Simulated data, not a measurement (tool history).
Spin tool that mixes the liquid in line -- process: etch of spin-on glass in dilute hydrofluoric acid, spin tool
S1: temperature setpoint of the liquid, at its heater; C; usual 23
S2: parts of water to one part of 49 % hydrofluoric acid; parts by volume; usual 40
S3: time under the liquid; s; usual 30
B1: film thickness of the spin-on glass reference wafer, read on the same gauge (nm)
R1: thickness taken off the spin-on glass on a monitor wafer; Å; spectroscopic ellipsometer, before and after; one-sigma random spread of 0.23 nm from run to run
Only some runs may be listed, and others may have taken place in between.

run	day	S1	S2	S3	B1	R1
1	0	23	35	30	69.99	359.3
2	5.575	23	35	30	69.99	357.5
3	8.108	23	40	30	70.01	311.8
4	10.988	23	40	30	69.98	303.6
5	13.912	23	40	30	69.99	309.4
6	16.808	23	40	30	69.96	310.9
7	18.908	23	40	40	70	413.1
8	21.171	23	40	40	70.02	409.5
9	23.204	23	40	40	70	412.5
10	24.558	23	40	35	70	359.6
11	27.321	23	40	35	70	355.8
12	29.417	21	55	30	70.03	199.6
13	31.608	20	20	15	70	280.3
14	33.388	26	40	30	70.03	356.6
15	34.979	26.5	40	30	70.03	353.4
16	37.033	25	40	20	70.01	225.6
17	39.408	23	40	30	70.02	307.8
18	46.108	23	40	30	69.99	307.3
19	47.229	28	30	35	70	598.8
20	49.75	28	20	50	70.01	1293
21	50.762	23	40	30	69.99	305
22	52.425	27	25	20	69.99	394.9
23	53.508	23	40	30	70.01	311.3

Put back what was entered between runs (3 entries, withheld): which listed runs does each sit between, and how does the hidden state differ from the listed run before to the listed run after?
Runs 6 to 7: gauge calibrated (day 18.188)
  the hidden state is the same at both runs
Runs 8 to 9: thermometer replaced (day 23.117)
  the hidden state is the same at both runs
Runs 9 to 10: hydrofluoric acid flow meter replaced (day 23.775)
  the hidden state is the same at both runs
